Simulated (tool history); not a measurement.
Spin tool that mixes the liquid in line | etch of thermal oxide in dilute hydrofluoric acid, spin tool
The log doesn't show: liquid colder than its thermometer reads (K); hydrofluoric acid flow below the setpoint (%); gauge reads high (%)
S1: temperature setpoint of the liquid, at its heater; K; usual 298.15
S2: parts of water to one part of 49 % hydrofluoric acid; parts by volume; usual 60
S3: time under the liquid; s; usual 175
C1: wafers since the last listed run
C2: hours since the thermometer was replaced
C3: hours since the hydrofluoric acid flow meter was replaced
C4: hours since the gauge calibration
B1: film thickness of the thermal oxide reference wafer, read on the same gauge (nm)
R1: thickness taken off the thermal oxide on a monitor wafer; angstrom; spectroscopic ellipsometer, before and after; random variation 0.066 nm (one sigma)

run     day      S1  S2   S3   C1     C2      C3     C4      B1     R1
  1   0.000  301.65  60  175    0  753.0  1185.6  202.8  140.00  147.0
  2   0.667  301.65  60  175  145  769.0  1201.6  218.8  140.01  147.0
  3   2.083  301.65  60  175  309  803.0  1235.6  252.8  139.98  146.4
  4   2.758  298.15  50  175  147  819.2  1251.8  269.0  140.00  154.6
      4.654  -- hydrofluoric acid flow meter replaced
  5   4.962  298.15  50  175  472  872.1     7.4  321.9  140.01  153.3
  6   5.904  298.15  60  175  205  894.7    30.0  344.5  139.99  126.4
  7   6.558  298.15  60  175  142  910.4    45.7  360.2  140.01  126.3
      6.725  -- gauge calibrated
      7.462  -- thermometer replaced
  8   8.029  298.15  60  175  312   13.6    81.0   31.3  140.02  138.0
  9   9.412  298.15  75  235  302   46.8   114.2   64.5  140.00  143.5
 10  11.796  295.15  35  175  520  104.0   171.4  121.7  140.00  213.0

The next listed run, before its measurement:
 11  12.958  295.65  80  140  253  131.9  199.3  149.6   ?   ?

Run 11 gave B1 140.00, R1 71.3 angstrom.
Without the tool's hidden state the same run would have given R1 72.6 angstrom.
